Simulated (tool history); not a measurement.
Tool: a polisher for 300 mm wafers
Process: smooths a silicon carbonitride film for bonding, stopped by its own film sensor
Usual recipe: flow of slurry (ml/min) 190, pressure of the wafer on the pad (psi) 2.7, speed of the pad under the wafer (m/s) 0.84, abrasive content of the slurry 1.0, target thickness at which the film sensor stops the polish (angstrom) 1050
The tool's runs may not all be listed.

run   hour  flow of slurry (ml/min)  pressure of the wafer on the pad (psi)  speed of the pad under the wafer (m/s)  abrasive content of the slurry  target thickness at which the film sensor stops the polish (angstrom)  incoming thickness of the incoming film, nm  time until the film sensor stopped the polish (s)
  1    0.0                      190                                     2.7                                    0.84                             1.0                                                                   1050                                        128.8                                               82.8
  2   14.8                      190                                     2.7                                    0.84                             1.0                                                                   1050                                        129.0                                               83.4
  3   28.6                      190                                     2.7                                    0.84                             1.0                                                                   1050                                        130.8                                               91.1
      39.9  -- slurry nozzle cleaned
      46.1  -- head pressure recalibrated
  4   46.6                      190                                     2.7                                    0.84                             1.0                                                                   1050                                        129.6                                               87.0
  5   53.0                      190                                     2.7                                    0.84                             1.0                                                                   1050                                        129.6                                               88.9
      61.6  -- worn pad replaced by a new one
  6   67.9                      190                                     2.7                                    0.84                             1.2                                                                   1000                                        132.0                                               98.6
  7   76.9                      190                                     2.7                                    0.84                             1.2                                                                   1000                                        131.9                                               97.5
  8   93.6                      190                                     2.7                                    0.84                             1.2                                                                   1000                                        128.3                                               87.9
  9  110.7                      190                                     2.7                                    0.84                             1.0                                                                   1110                                        128.1                                               55.1
 10  127.4                      190                                     2.7                                    0.76                             1.0                                                                   1100                                        130.1                                               72.1
 11  134.8                      140                                     2.7                                    0.84                             1.0                                                                   1050                                        130.3                                               89.0
 12  184.6                      190                                     2.7                                    0.84                             1.0                                                                   1050                                        132.0                                               93.2
 13  195.9                      190                                     2.7                                    1.00                             1.0                                                                   1050                                        132.2                                               81.7
 14  202.0                      190                                     2.7                                    0.84                             1.0                                                                   1050                                        132.3                                               95.5
 15  217.4                      190                                     3.5                                    0.84                             1.0                                                                   1050                                        129.9                                               67.2
     230.6  -- worn pad replaced by a new one
 16  231.1                      190                                     2.7                                    0.84                             1.0                                                                    980                                        130.0                                              103.4
 17  243.6                      210                                     2.7                                    1.04                             1.0                                                                   1010                                        130.4                                               78.6
 18  252.3                      135                                     3.5                                    0.98                             1.0                                                                   1000                                        131.4                                               72.9
     264.1  -- slurry blender recalibrated
 19  264.6                      190                                     2.7                                    0.84                             1.0                                                                   1050                                        131.5                                               86.4
 20  294.8                      190                                     2.0                                    0.84                             1.0                                                                   1050                                        129.1                                              108.5
     296.4  -- slurry nozzle cleaned
 21  318.9                      190                                     2.7                                    0.84                             1.0                                                                   1050                                        132.9                                               93.6
 22  326.7                      190                                     3.3                                    0.84                             1.0                                                                   1050                                        129.8                                               68.6
 23  335.7                      190                                     2.7                                    0.84                             1.0                                                                   1050                                        130.7                                               89.9
 24  350.6                      190                                     2.7                                    0.84                             1.0                                                                   1050                                        130.2                                               86.4
 25  367.3                      135                                     2.7                                    0.84                             1.1                                                                   1130                                        129.2                                               58.7
 26  384.4                      190                                     2.7                                    0.84                             1.0                                                                   1050                                        129.4                                               88.1
 27  396.4                      190                                     2.7                                    0.84                             1.2                                                                   1140                                        132.7                                               64.0
 28  416.4                      190                                     2.7                                    0.84                             1.0                                                                   1050                                        130.9                                               93.2
 29  434.3                      245                                     3.4                                    1.02                             0.7                                                                   1050                                        130.0                                               66.6

5 ways to go on from here, each from the tool as it stands after run 29. What would each give?
  A  434.8                      190                                     2.7                                    0.84                             1.0                                                                   1010                                        129.8                                                  ?
  B  434.8                      160                                     2.7                                    0.84                             0.8                                                                   1050                                        129.8                                                  ?
  C  434.8                      190                                     3.0                                    0.84                             1.0                                                                   1050                                        129.8                                                  ?
  D  434.8                      220                                     2.7                                    0.84                             1.0                                                                   1140                                        129.8                                                  ?
  E  434.8                      150                                     3.3                                    0.74                             1.0                                                                   1050                                        129.8                                                  ?

run  time until the film sensor stopped the polish (s)
  A                                              107.0
  B                                               99.6
  C                                               82.9
  D                                               57.5
  E                                               86.9
The same runs, with their run-to-run variation unchanged, on a tool lacking any hidden condition would have given:
run  time until the film sensor stopped the polish (s)
  A                                               91.3
  B                                               85.0
  C                                               70.8
  D                                               49.1
  E                                               74.2
